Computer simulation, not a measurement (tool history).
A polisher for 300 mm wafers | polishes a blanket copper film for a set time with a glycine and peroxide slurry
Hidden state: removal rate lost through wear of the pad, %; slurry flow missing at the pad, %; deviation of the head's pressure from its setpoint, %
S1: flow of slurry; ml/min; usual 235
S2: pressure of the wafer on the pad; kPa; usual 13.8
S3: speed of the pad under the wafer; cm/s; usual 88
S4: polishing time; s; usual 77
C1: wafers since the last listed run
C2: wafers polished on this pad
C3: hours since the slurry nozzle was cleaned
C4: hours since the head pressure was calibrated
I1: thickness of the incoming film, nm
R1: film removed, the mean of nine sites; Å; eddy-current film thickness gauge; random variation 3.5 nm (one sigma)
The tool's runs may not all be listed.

run,day,S1,S2,S3,S4,C1,C2,C3,C4,I1,R1
1,0.000,235,15.9,88,77,0,2238,135.1,38.2,1185.5,2937
2,2.271,235,15.9,88,77,447,2685,189.6,92.7,1189.1,2916
3,5.438,295,13.8,96,77,624,3309,265.6,168.7,1199.9,2877
4,9.746,295,13.8,96,77,849,4159,369.0,272.1,1195.1,2922
# day 10.221: worn pad replaced by a new one
5,11.312,295,13.8,96,77,275,215,406.6,309.7,1195.7,2942
6,13.404,235,13.8,88,77,412,627,456.8,359.9,1216.2,2692
7,16.317,235,13.8,88,77,573,1201,526.7,429.8,1208.1,2701
# day 18.296: slurry nozzle cleaned
# day 23.971: head pressure recalibrated
8,28.771,235,13.8,88,77,2429,3631,251.4,115.2,1212.0,2731
9,31.467,235,13.8,88,77,531,4162,316.1,179.9,1216.0,2669
# day 34.258: worn pad replaced by a new one
10,34.600,235,13.8,88,77,584,67,391.3,255.1,1207.3,2698
11,38.988,235,13.8,88,83,864,932,496.6,360.4,1203.1,2976
# day 39.296: slurry nozzle cleaned
12,40.679,235,13.8,88,87,325,1257,33.2,401.0,1212.9,3146
13,42.658,235,13.8,88,87,390,1647,80.7,448.5,1203.0,3146
14,46.729,235,13.8,88,87,802,2449,178.4,546.2,1205.9,3298
15,50.021,275,13.8,88,77,648,3098,257.4,625.2,1207.9,3004
# day 50.821: head pressure recalibrated
16,51.808,275,13.8,88,77,335,3434,300.3,23.7,1212.6,2741
17,54.246,235,13.8,88,77,480,3914,358.8,82.2,1203.5,2679
# day 55.212: worn pad replaced by a new one
18,57.892,310,16.5,102,77,685,528,446.3,169.7,1192.8,3565
19,61.892,235,17.2,88,55,788,1316,542.3,265.7,1191.6,2231
# day 64.792: slurry nozzle cleaned
20,65.033,165,11.7,66,67,610,1927,5.8,341.1,1203.2,1623
21,67.221,235,13.8,88,77,431,2358,58.3,393.6,1209.8,2762
22,71.562,235,15.2,96,77,855,3214,162.5,497.8,1190.5,3226
23,73.621,235,15.2,96,77,405,3619,211.9,547.2,1202.6,3303
24,75.838,235,13.8,88,90,436,4056,265.1,600.4,1198.0,3340
# day 76.262: head pressure recalibrated
# day 79.417: worn pad replaced by a new one
25,79.438,235,13.8,88,77,660,4,351.5,76.2,1214.1,2670
26,81.883,235,15.9,88,77,482,486,410.2,134.9,1191.5,2976
27,83.938,295,13.8,88,59,404,890,459.5,184.2,1216.4,2080
28,88.254,235,17.2,98,77,850,1741,563.1,287.8,1189.7,3515
# day 89.592: slurry nozzle cleaned
29,92.388,280,13.8,88,77,806,2548,67.1,387.0,1222.1,2774
30,94.450,235,13.8,88,77,406,2954,116.6,436.5,1200.6,2813
31,98.421,235,13.8,88,77,782,3737,211.9,531.8,1185.5,2842
32,100.688,285,15.9,112,77,446,4183,266.3,586.2,1216.6,3997
# day 103.329: worn pad replaced by a new one
33,104.992,235,13.8,88,77,815,328,369.6,689.5,1208.4,2926
# day 105.550: head pressure recalibrated
# day 112.162: slurry nozzle cleaned
34,114.208,235,13.8,88,77,1791,2119,49.1,207.8,1196.6,2695
35,116.746,235,11.7,88,59,500,2619,110.0,268.7,1199.9,1816

The tool's hidden state at each run:
removal rate lost through wear of the pad, %: 0 in every run
slurry flow missing at the pad, %: 0 in every run
H1: deviation of the head's pressure from its setpoint, %
run,H1
1,-0.191
2,0.0271
3,0.633
4,2.02
5,2.69
6,3.72
7,5.4
8,1.43
9,2.01
10,3.01
11,4.98
12,5.93
13,7.16
14,10.1
15,12.9
16,-0.0187
17,0.17
18,0.843
19,2.12
20,3.51
21,4.69
22,7.52
23,9.1
24,11
25,0.285
26,0.663
27,1.14
28,2.63
29,4.67
30,5.92
31,8.73
32,10.6
33,14.6
34,-1.16
35,-0.277
